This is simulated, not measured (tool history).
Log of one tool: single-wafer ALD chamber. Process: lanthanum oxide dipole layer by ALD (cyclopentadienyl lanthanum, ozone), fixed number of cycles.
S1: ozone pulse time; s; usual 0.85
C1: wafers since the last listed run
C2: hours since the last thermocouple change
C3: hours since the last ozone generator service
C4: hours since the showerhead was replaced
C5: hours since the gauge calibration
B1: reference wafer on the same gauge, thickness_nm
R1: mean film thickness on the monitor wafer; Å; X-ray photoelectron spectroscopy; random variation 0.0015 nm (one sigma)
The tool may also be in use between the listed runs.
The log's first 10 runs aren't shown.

run	day	S1	C1	C2	C3	C4	C5	B1	R1
11	13.208	0.96	544	2932.9	437.3	80.7	90.5	0.400	4.46
# day 13.754: thermocouple changed; heater temperature recalibrated
12	14.417	1.09	334	15.9	466.3	109.7	119.5	0.401	4.61
13	15.712	1.09	494	47.0	497.4	140.8	150.6	0.401	4.64
14	17.175	1.09	558	82.1	532.5	175.9	185.7	0.401	4.62
# day 18.250: ozone generator serviced
15	18.375	0.85	330	110.9	3.0	204.7	214.5	0.401	4.33
16	19.188	1.04	310	130.4	22.5	224.2	234.0	0.401	4.59
17	20.062	0.70	334	151.4	43.5	245.2	255.0	0.402	4.04
18	21.125	0.59	405	176.9	69.0	270.7	280.5	0.402	3.81
19	22.154	0.74	393	201.6	93.7	295.4	305.2	0.402	4.12
20	22.675	0.85	198	214.1	106.2	307.9	317.7	0.402	4.35
21	24.117	0.72	550	248.7	140.8	342.5	352.3	0.403	4.12
22	25.367	0.70	477	278.7	170.8	372.5	382.3	0.403	4.06
23	25.958	0.58	225	292.9	185.0	386.7	396.5	0.403	3.77
24	27.242	0.53	490	323.7	215.8	417.5	427.3	0.404	3.66

The next listed run, before its measurement:
25	28.412	0.63	447	351.8	243.9	445.6	455.4	?	?

Run 25 gave B1 0.404, R1 3.91 Å.
Without the tool's hidden state the same run would have given R1 3.88 Å.

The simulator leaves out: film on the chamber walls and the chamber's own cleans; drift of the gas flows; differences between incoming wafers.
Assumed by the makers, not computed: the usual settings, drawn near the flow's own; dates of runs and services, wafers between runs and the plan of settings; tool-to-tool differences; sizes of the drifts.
